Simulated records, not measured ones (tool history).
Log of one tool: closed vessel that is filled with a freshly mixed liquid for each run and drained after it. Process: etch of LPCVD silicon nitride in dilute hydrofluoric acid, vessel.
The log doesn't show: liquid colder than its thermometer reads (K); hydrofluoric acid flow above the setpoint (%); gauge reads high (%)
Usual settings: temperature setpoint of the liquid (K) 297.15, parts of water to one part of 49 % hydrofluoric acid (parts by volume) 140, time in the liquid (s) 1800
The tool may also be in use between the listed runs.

run,hour,temperature setpoint of the liquid (K),parts of water to one part of 49 % hydrofluoric acid (parts by volume),time in the liquid (s),wafers since the last listed run,hours since the thermometer was replaced,hours since the hydrofluoric acid flow meter was replaced,hours since the gauge calibration,"read-back film thickness of the LPCVD silicon nitride reference wafer, read on the same gauge (nm)",thickness taken off the LPCVD silicon nitride on a monitor wafer (nm)
1,0,297.15,140,2265,0,1469,848.7,1601.3,99.99,10.07
2,65.1,297.15,140,2265,3066,1534.1,913.8,1666.4,100,9.89
3,113.3,297.15,140,2265,2270,1582.3,962,1714.6,99.98,9.94
4,144,297.15,95,1800,1445,1613,992.7,1745.3,100.02,11.67
5,182.5,297.15,140,1200,1813,1651.5,1031.2,1783.8,100.01,5.25
6,248.2,297.15,140,1200,3094,1717.2,1096.9,1849.5,100.01,5.27
7,311.4,297.15,140,1800,2976,1780.4,1160.1,1912.7,100,7.94
8,451.7,298.65,140,1800,6607,1920.7,1300.4,2053,99.98,8.74
9,487.1,297.15,140,1800,1667,1956.1,1335.8,2088.4,100.01,7.89
# hour 518: thermometer replaced
10,551.8,297.15,140,1800,3000,33.8,1400.5,2153.1,100,8.42
11,607.9,297.15,140,1800,2642,89.9,1456.6,2209.2,100.01,8.34
12,662.8,297.15,140,1800,2585,144.8,1511.5,2264.1,99.98,8.42
13,722.6,300.15,95,2150,2816,204.6,1571.3,2323.9,100.02,17.77
14,764,297.15,140,1800,1949,246,1612.7,2365.3,99.99,8.36
15,800.1,300.65,140,1190,1700,282.1,1648.8,2401.4,100.01,6.95
16,838.6,293.15,100,1470,1813,320.6,1687.3,2439.9,99.99,7.29
17,887.5,293.15,90,725,2303,369.5,1736.2,2488.8,100,4.01
18,1067.5,294.65,140,1800,8477,549.5,1916.2,2668.8,99.98,7.14
19,1137.4,297.15,140,1800,3292,619.4,1986.1,2738.7,99.99,8.4
20,1168.9,299.65,140,2440,1483,650.9,2017.6,2770.2,99.99,13.3
21,1198.1,292.65,140,950,1375,680.1,2046.8,2799.4,100.02,3.28
22,1224.4,297.15,140,1800,1238,706.4,2073.1,2825.7,100,8.39
# hour 1268.6: gauge calibrated
23,1283.2,300.15,140,1800,2769,765.2,2131.9,14.6,100.02,10.18
24,1340.4,292.15,140,1800,2693,822.4,2189.1,71.8,100.02,6.04
# hour 1396.9: hydrofluoric acid flow meter replaced
25,1555.9,295.15,70,1175,10102,1037.9,159,287.3,100.01,8.77
26,1623.3,297.15,140,2745,3174,1105.3,226.4,354.7,100,12
27,1691.3,297.15,140,1800,3202,1173.3,294.4,422.7,100,7.79
28,1746.8,298.65,115,2485,2613,1228.8,349.9,478.2,100,14.6
29,1799.9,298.65,100,1800,2500,1281.9,403,531.3,100,12.04
30,1826.2,297.15,140,1800,1238,1308.2,429.3,557.6,100,7.81
31,1853.2,294.65,165,1800,1271,1335.2,456.3,584.6,99.97,5.68
32,1909.8,297.15,140,1800,2665,1391.8,512.9,641.2,100.02,7.85

Forecast each of these 4 alternatives for the next run:
A,1910.9,297.15,140,1800,51,1392.9,514,642.3,?,?
B,1910.9,301.15,75,1800,51,1392.9,514,642.3,?,?
C,1910.9,297.15,140,855,51,1392.9,514,642.3,?,?
D,1910.9,301.65,110,2650,51,1392.9,514,642.3,?,?

run,"read-back film thickness of the LPCVD silicon nitride reference wafer, read on the same gauge (nm)",thickness taken off the LPCVD silicon nitride on a monitor wafer (nm)
A,99.98,7.87
B,99.98,18.94
C,99.98,3.74
D,99.98,19.66
Without the tool's hidden state the same runs would have given:
run,thickness taken off the LPCVD silicon nitride on a monitor wafer (nm)
A,8.02
B,19.32
C,3.81
D,20.03
